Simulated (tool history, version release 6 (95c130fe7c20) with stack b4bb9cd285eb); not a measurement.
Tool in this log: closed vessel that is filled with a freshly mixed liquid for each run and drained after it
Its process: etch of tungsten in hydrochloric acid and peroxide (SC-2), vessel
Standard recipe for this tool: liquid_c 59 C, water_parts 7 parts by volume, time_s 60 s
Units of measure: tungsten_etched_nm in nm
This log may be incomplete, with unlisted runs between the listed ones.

run   hour  liquid_c  water_parts  time_s  wafers since the last listed run  hours since the thermometer was replaced  hours since the chemicals flow meter was replaced  hours since the drum of peroxide was connected  hours since the gauge calibration  read-back film thickness of the tungsten reference wafer, read on the same gauge (nm)  tungsten_etched_nm
  1      0      51.5            7      60                                 0                                     384.5                                                1.9                                            96.8                             1410.1                                                                                  90.02               17.21
  2   13.9      51.5            7      60                              1446                                     398.4                                               15.8                                           110.7                               1424                                                                                  90.01               17.04
  3   44.3        59            7      70                              3164                                     428.8                                               46.2                                           141.1                             1454.4                                                                                  90.04               32.63
  4   76.6        59            7      70                              3361                                     461.1                                               78.5                                           173.4                             1486.7                                                                                  89.98               31.91
  5  106.1        59         10.5      80                              3070                                     490.6                                                108                                           202.9                             1516.2                                                                                  90.01               26.38
  6  121.5        59          9.5      30                              1602                                       506                                              123.4                                           218.3                             1531.6                                                                                  89.99               10.72
     147.1  -- gauge calibrated
  7  151.1        59            7      40                              3080                                     535.6                                                153                                           247.9                                  4                                                                                  89.97               18.23
  8    184      55.5          9.5      75                              3424                                     568.5                                              185.9                                           280.8                               36.9                                                                                  90.07               21.04
  9  196.8      54.5            8      45                              1332                                     581.3                                              198.7                                           293.6                               49.7                                                                                  89.96               13.71
 10  219.1        59            7      60                              2321                                     603.6                                                221                                           315.9                                 72                                                                                     90               27.03
 11  250.4        63            8      45                              3257                                     634.9                                              252.3                                           347.2                              103.3                                                                                  90.03               23.14
 12  272.2      64.5            7      85                              2268                                     656.7                                              274.1                                             369                              125.1                                                                                  90.01               53.09
 13  298.4      51.5            7      60                              2726                                     682.9                                              300.3                                           395.2                              151.3                                                                                  89.98                16.5
     309.1  -- thermometer replaced
 14  330.7        59            7      60                              3257                                      21.6                                              332.6                                           427.5                              183.6                                                                                  89.95               26.48
     383.6  -- chemicals flow meter replaced
 15  429.2        64            7      35                             10147                                     120.1                                               45.6                                             526                              282.1                                                                                  89.99               21.79
 16  463.8      55.5            7      75                              3601                                     154.7                                               80.2                                           560.6                              316.7                                                                                  90.01               27.33
 17  484.8        56            7      80                              2185                                     175.7                                              101.2                                           581.6                              337.7                                                                                  90.05               30.07
 18  519.4        59            5      60                              3601                                     210.3                                              135.8                                           616.2                              372.3                                                                                  90.01               34.78
 19  544.1        55          9.5      90                              2570                                       235                                              160.5                                           640.9                                397                                                                                  90.03               24.42
 20  563.3        59            8      60                              1998                                     254.2                                              179.7                                           660.1                              416.2                                                                                  90.01               24.34
 21    581        59            7      60                              1842                                     271.9                                              197.4                                           677.8                              433.9                                                                                  90.07               26.74
 22  612.4        59          4.5      45                              3268                                     303.3                                              228.8                                           709.2                              465.3                                                                                  89.99               27.89
 23  648.4        64          8.5      90                              3746                                     339.3                                              264.8                                           745.2                              501.3                                                                                     90                46.6
 24  681.1        59          9.5      75                              3403                                       372                                              297.5                                           777.9                                534                                                                                  90.02               25.65
 25  696.4        59            7      60                              1592                                     387.3                                              312.8                                           793.2                              549.3                                                                                  89.99               26.27
 26  726.8      54.5            7      60                              3164                                     417.7                                              343.2                                           823.6                              579.7                                                                                  89.99               19.65
 27  749.6        59            6      60                              2373                                     440.5                                                366                                           846.4                              602.5                                                                                  90.03               29.37
 28  775.6        59            9      35                              2706                                     466.5                                                392                                           872.4                              628.5                                                                                  90.02               12.35
     786.6  -- chemicals flow meter replaced
 29  849.2        55            4      60                              7556                                     540.1                                               62.6                                             946                              702.1                                                                                     90               31.32

5 ways to go on from here, each from the tool as it stands after run 29. What would each give?
  A  849.9        59          5.5      60                                72                                     540.8                                               63.3                                           946.7                              702.8                                                                                      ?                   ?
  B  849.9      64.5            7      80                                72                                     540.8                                               63.3                                           946.7                              702.8                                                                                      ?                   ?
  C  849.9      52.5          8.5      45                                72                                     540.8                                               63.3                                           946.7                              702.8                                                                                      ?                   ?
  D  849.9        59            4      60                                72                                     540.8                                               63.3                                           946.7                              702.8                                                                                      ?                   ?
  E  849.9        59            5      80                                72                                     540.8                                               63.3                                           946.7                              702.8                                                                                      ?                   ?

run  read-back film thickness of the tungsten reference wafer, read on the same gauge (nm)  tungsten_etched_nm
  A                                                                                  89.97               32.16
  B                                                                                  89.97                50.2
  C                                                                                  89.97               11.31
  D                                                                                  89.97               40.31
  E                                                                                  89.97               45.98
Take away the tool's hidden state, keep each run's random variation, and the runs would have read:
run  tungsten_etched_nm
  A               33.86
  B               52.94
  C               11.94
  D               42.33
  E               48.37

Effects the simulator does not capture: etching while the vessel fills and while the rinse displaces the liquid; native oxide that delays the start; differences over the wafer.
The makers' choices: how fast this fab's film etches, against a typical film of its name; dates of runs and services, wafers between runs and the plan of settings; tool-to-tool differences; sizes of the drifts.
